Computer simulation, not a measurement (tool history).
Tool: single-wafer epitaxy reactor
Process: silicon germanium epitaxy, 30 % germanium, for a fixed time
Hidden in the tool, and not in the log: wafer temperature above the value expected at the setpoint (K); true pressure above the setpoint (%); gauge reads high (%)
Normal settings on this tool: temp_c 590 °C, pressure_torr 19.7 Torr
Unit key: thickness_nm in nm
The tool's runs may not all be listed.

run,day,temp_c,pressure_torr,wafers since the last listed run,hours since the last pyrometer calibration,hours since the last manometer calibration,hours since the showerhead was replaced,hours since the gauge calibration,"read-back reference wafer on the same gauge, thickness_nm",thickness_nm
1,0.000,581,23.4,0,2143.9,1745.1,3941.9,23.2,63.062,48.254
2,0.842,582,23.3,286,2164.1,1765.3,3962.1,43.4,63.024,48.847
3,1.533,590,19.7,235,2180.7,1781.9,3978.7,60.0,63.024,53.323
4,2.950,601,19.7,482,2214.7,1815.9,4012.7,94.0,63.013,66.375
5,7.162,601,19.7,1435,2315.8,1917.0,4113.8,195.1,62.957,66.216
6,8.512,601,19.7,460,2348.2,1949.4,4146.2,227.5,62.946,66.974
# day 9.488: capacitance manometer re-zeroed and calibrated
7,9.917,590,19.7,364,2381.9,10.3,4179.9,261.2,63.006,53.832
8,10.746,590,19.7,282,2401.8,30.2,4199.8,281.1,63.031,53.368
9,11.629,590,19.7,301,2423.0,51.4,4221.0,302.3,63.009,53.845
10,12.700,590,19.7,364,2448.7,77.1,4246.7,328.0,62.952,53.032
11,13.617,590,23.3,312,2470.7,99.1,4268.7,350.0,63.008,57.478
# day 14.562: pyrometer calibrated
12,17.117,584,15.9,1079,61.3,183.1,4352.7,434.0,62.985,42.584
# day 17.500: showerhead replaced
13,17.633,601,24.4,62,73.7,195.5,3.2,446.4,62.972,74.129
14,18.208,590,17.8,195,87.5,209.3,17.0,460.2,63.054,51.250
15,18.862,590,19.7,222,103.2,225.0,32.7,475.9,62.979,53.701
16,20.021,601,19.7,394,131.0,252.8,60.5,503.7,62.978,66.571
17,20.554,590,15.0,181,143.8,265.6,73.3,516.5,62.992,46.767
# day 21.046: gauge calibrated
18,21.333,604,23.1,265,162.5,284.3,92.0,6.9,63.050,76.556
19,21.842,590,21.9,173,174.7,296.5,104.2,19.1,63.073,56.298
20,23.004,590,19.7,396,202.6,324.4,132.1,47.0,63.018,53.947
21,23.742,590,19.7,251,220.3,342.1,149.8,64.7,63.009,53.658
22,24.817,586,19.7,366,246.1,367.9,175.6,90.5,62.982,49.523
23,25.333,590,19.7,176,258.5,380.3,188.0,102.9,63.054,53.174
24,26.408,584,15.0,366,284.3,406.1,213.8,128.7,63.064,41.545

Forecast each of these 3 alternatives for the next run:
A,26.425,590,19.7,5,284.7,406.5,214.2,129.1,?,?
B,26.425,586,23.2,5,284.7,406.5,214.2,129.1,?,?
C,26.425,583,21.6,5,284.7,406.5,214.2,129.1,?,?

run,"read-back reference wafer on the same gauge, thickness_nm",thickness_nm
A,62.983,53.587
B,62.983,53.335
C,62.983,48.440
Stripped of hidden state, with their random variation kept, the same runs would have yielded:
run,thickness_nm
A,53.587
B,53.335
C,48.440

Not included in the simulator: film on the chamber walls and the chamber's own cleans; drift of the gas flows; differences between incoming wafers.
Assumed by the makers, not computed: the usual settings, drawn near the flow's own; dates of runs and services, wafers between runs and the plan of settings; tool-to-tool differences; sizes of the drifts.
